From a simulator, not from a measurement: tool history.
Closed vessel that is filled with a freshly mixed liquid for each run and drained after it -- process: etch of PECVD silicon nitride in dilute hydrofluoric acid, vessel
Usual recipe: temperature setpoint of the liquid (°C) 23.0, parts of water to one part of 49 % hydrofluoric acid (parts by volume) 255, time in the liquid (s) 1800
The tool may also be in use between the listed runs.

run	hour	temperature setpoint of the liquid (°C)	parts of water to one part of 49 % hydrofluoric acid (parts by volume)	time in the liquid (s)	wafers since the last listed run	hours since the thermometer was replaced	hours since the hydrofluoric acid flow meter was replaced	hours since the gauge calibration	read-back film thickness of the PECVD silicon nitride reference wafer, read on the same gauge (nm)	thickness taken off the PECVD silicon nitride on a monitor wafer (nm)
1	0.0	23.0	255	1800	0	2432.3	695.8	360.1	50.00	16.56
2	52.3	23.0	200	1800	2232	2484.6	748.1	412.4	49.97	21.01
3	130.6	23.0	200	1800	3342	2562.9	826.4	490.7	50.02	20.96
4	210.6	23.0	200	1800	3415	2642.9	906.4	570.7	49.99	20.96
5	255.7	25.0	255	1800	1925	2688.0	951.5	615.8	50.01	18.62
# hour 335.8: hydrofluoric acid flow meter replaced
6	356.9	25.0	255	1800	4277	2789.2	21.1	717.0	50.00	18.64
# hour 459.3: thermometer replaced
7	507.1	25.0	255	1800	6369	47.8	171.3	867.2	49.99	19.84
8	605.7	23.0	255	1800	4209	146.4	269.9	965.8	50.00	17.62
# hour 630.4: gauge calibrated
9	647.6	23.0	255	1800	1788	188.3	311.8	17.2	50.00	17.58
10	702.7	23.0	350	925	2352	243.4	366.9	72.3	50.02	6.62
11	745.7	23.0	255	2175	1835	286.4	409.9	115.3	49.97	21.16
12	852.1	23.0	365	2680	4542	392.8	516.3	221.7	50.05	18.34
13	913.1	23.0	310	1800	2604	453.8	577.3	282.7	49.99	14.38
14	995.9	25.0	305	1800	3535	536.6	660.1	365.5	50.03	16.54

Take each entry between the runs: how does the hidden state at the last listed run before it differ from the hidden state at the first listed run after it?
In the gap between runs 5 and 6: hydrofluoric acid flow meter replaced (hour 335.8)
  liquid colder than its thermometer reads (K): 1.05 -> 1.09
  measured result minus the result with no hidden state, thickness taken off the PECVD silicon nitride on a monitor wafer (nm): -1.24 -> -1.30
In the gap between runs 6 and 7: thermometer replaced (hour 459.3)
  liquid colder than its thermometer reads (K): 1.09 -> 0.0376
  measured result minus the result with no hidden state, thickness taken off the PECVD silicon nitride on a monitor wafer (nm): -1.30 -> -0.05
In the gap between runs 8 and 9: gauge calibrated (hour 630.4)
  liquid colder than its thermometer reads (K): 0.0732 -> 0.0883
  measured result minus the result with no hidden state, thickness taken off the PECVD silicon nitride on a monitor wafer (nm): -0.07 -> -0.10
